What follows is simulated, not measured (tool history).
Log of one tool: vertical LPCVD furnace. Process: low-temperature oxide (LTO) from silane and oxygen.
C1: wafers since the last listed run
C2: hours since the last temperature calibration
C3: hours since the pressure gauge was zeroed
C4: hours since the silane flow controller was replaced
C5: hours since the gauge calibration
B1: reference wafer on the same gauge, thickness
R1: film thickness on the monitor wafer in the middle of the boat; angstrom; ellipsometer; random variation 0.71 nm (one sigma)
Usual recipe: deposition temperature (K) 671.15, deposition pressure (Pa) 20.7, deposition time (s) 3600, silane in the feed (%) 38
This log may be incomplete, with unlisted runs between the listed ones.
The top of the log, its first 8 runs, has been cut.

Run 9, hour 125.9: usual settings but deposition time (s) 4680; C1 134; C2 2344.3; C3 1429.5; C4 4764.4; C5 420.7; B1 337.67. Result: R1 4464.3 angstrom.
Run 10, hour 135.6: usual settings but silane in the feed (%) 40; C1 125; C2 2354; C3 1439.2; C4 4774.1; C5 430.4; B1 338.25. Result: R1 3650 angstrom.
Run 11, hour 146.4: usual settings but silane in the feed (%) 40; C1 139; C2 2364.8; C3 1450; C4 4784.9; C5 441.2; B1 338.01. Result: R1 3660.5 angstrom.
Run 12, hour 168.9: usual settings; C1 290; C2 2387.3; C3 1472.5; C4 4807.4; C5 463.7; B1 338.13. Result: R1 3440.4 angstrom.
At hour 207.2: thermocouples replaced and temperature profile calibrated.
Run 13, hour 207.7: usual settings; C1 191; C2 0.5; C3 1511.3; C4 4846.2; C5 502.5; B1 338.15. Result: R1 3304.6 angstrom.
Run 14, hour 213.3: usual settings; C1 72; C2 6.1; C3 1516.9; C4 4851.8; C5 508.1; B1 337.89. Result: R1 3300.1 angstrom.
Run 15, hour 229.1: usual settings but deposition temperature (K) 676.15, deposition pressure (Pa) 16; C1 204; C2 21.9; C3 1532.7; C4 4867.6; C5 523.9; B1 337.83. Result: R1 2740.7 angstrom.
At hour 259.4: silane flow controller replaced.
Run 16, hour 259.9: usual settings but deposition time (s) 4740; C1 87; C2 52.7; C3 1563.5; C4 0.5; C5 554.7; B1 338.19. Result: R1 4368 angstrom.
Run 17, hour 265.6: usual settings but deposition temperature (K) 676.15, deposition pressure (Pa) 17.3, deposition time (s) 3090, silane in the feed (%) 32; C1 73; C2 58.4; C3 1569.2; C4 6.2; C5 560.4; B1 337.91. Result: R1 2027.5 angstrom.
Run 18, hour 271.2: usual settings; C1 72; C2 64; C3 1574.8; C4 11.8; C5 566; B1 338.14. Result: R1 3316.4 angstrom.
Run 19, hour 286.7: usual settings but deposition temperature (K) 682.15, deposition pressure (Pa) 17.3, silane in the feed (%) 41; C1 200; C2 79.5; C3 1590.3; C4 27.3; C5 581.5; B1 338.24. Result: R1 3475.2 angstrom.
Run 20, hour 305.3: usual settings but silane in the feed (%) 40; C1 240; C2 98.1; C3 1608.9; C4 45.9; C5 600.1; B1 337.85. Result: R1 3547.9 angstrom.
Run 21, hour 328.3: usual settings but silane in the feed (%) 41; C1 297; C2 121.1; C3 1631.9; C4 68.9; C5 623.1; B1 338.22. Result: R1 3651.7 angstrom.
At hour 366.7: pressure gauge zeroed.
Run 22, hour 367.2: usual settings but deposition temperature (K) 676.15, deposition pressure (Pa) 17.3, deposition time (s) 4920, silane in the feed (%) 35; C1 192; C2 160; C3 0.5; C4 107.8; C5 662; B1 337.89. Result: R1 3485.9 angstrom.
At hour 369.8: gauge calibrated.
Run 23, hour 372.8: usual settings but deposition temperature (K) 676.15, deposition time (s) 2460, silane in the feed (%) 32; C1 72; C2 165.6; C3 6.1; C4 113.4; C5 3; B1 338.22. Result: R1 1832.2 angstrom.
Run 24, hour 378.4: usual settings; C1 72; C2 171.2; C3 11.7; C4 119; C5 8.6; B1 337.76. Result: R1 3192.1 angstrom.
Run 25, hour 445.1: usual settings but deposition pressure (Pa) 18.7; C1 861; C2 237.9; C3 78.4; C4 185.7; C5 75.3; B1 338.22. Result: R1 2893 angstrom.
Run 26, hour 459.3: usual settings but deposition pressure (Pa) 24, deposition time (s) 2670, silane in the feed (%) 31; C1 183; C2 252.1; C3 92.6; C4 199.9; C5 89.5; B1 338.23. Result: R1 2087.3 angstrom.
Run 27, hour 470.5: usual settings but deposition pressure (Pa) 23.3, silane in the feed (%) 31; C1 144; C2 263.3; C3 103.8; C4 211.1; C5 100.7; B1 337.86. Result: R1 2730.3 angstrom.
Run 28, hour 487: usual settings but deposition temperature (K) 682.15, deposition pressure (Pa) 17.3, silane in the feed (%) 41; C1 213; C2 279.8; C3 120.3; C4 227.6; C5 117.2; B1 337.78. Result: R1 3304.7 angstrom.
Run 29, hour 504.4: usual settings; C1 224; C2 297.2; C3 137.7; C4 245; C5 134.6; B1 337.83. Result: R1 3196.5 angstrom.
Run 30, hour 520.8: usual settings but deposition temperature (K) 661.15, deposition pressure (Pa) 18.7, deposition time (s) 4440, silane in the feed (%) 33; C1 211; C2 313.6; C3 154.1; C4 261.4; C5 151; B1 337.7. Result: R1 2628.9 angstrom.
Run 31, hour 544.1: usual settings; C1 300; C2 336.9; C3 177.4; C4 284.7; C5 174.3; B1 337.88. Result: R1 3202.8 angstrom.
Run 32, hour 565.1: usual settings but deposition temperature (K) 682.15, deposition pressure (Pa) 25.3, deposition time (s) 3000, silane in the feed (%) 41; C1 271; C2 357.9; C3 198.4; C4 305.7; C5 195.3; B1 338.04. Result: R1 4043.7 angstrom.

Here are 3 independent what-if runs from the current tool condition. What would each one return?
Run A, hour 570.8: usual settings; C1 73; C2 363.6; C3 204.1; C4 311.4; C5 201; B1 ?. Result: R1 ?.
Run B, hour 570.8: usual settings but deposition temperature (K) 668.15, deposition pressure (Pa) 22, silane in the feed (%) 43; C1 73; C2 363.6; C3 204.1; C4 311.4; C5 201; B1 ?. Result: R1 ?.
Run C, hour 570.8: usual settings but deposition time (s) 3000, silane in the feed (%) 45; C1 73; C2 363.6; C3 204.1; C4 311.4; C5 201; B1 ?. Result: R1 ?.

run      B1      R1
  A  337.72  3214.5
  B  337.72  3831.3
  C  337.72  3252.3
The same runs, with their run-to-run variation unchanged, on a tool lacking any hidden condition would have given:
run      R1
  A  3175.5
  B  3786.3
  C  3214.8

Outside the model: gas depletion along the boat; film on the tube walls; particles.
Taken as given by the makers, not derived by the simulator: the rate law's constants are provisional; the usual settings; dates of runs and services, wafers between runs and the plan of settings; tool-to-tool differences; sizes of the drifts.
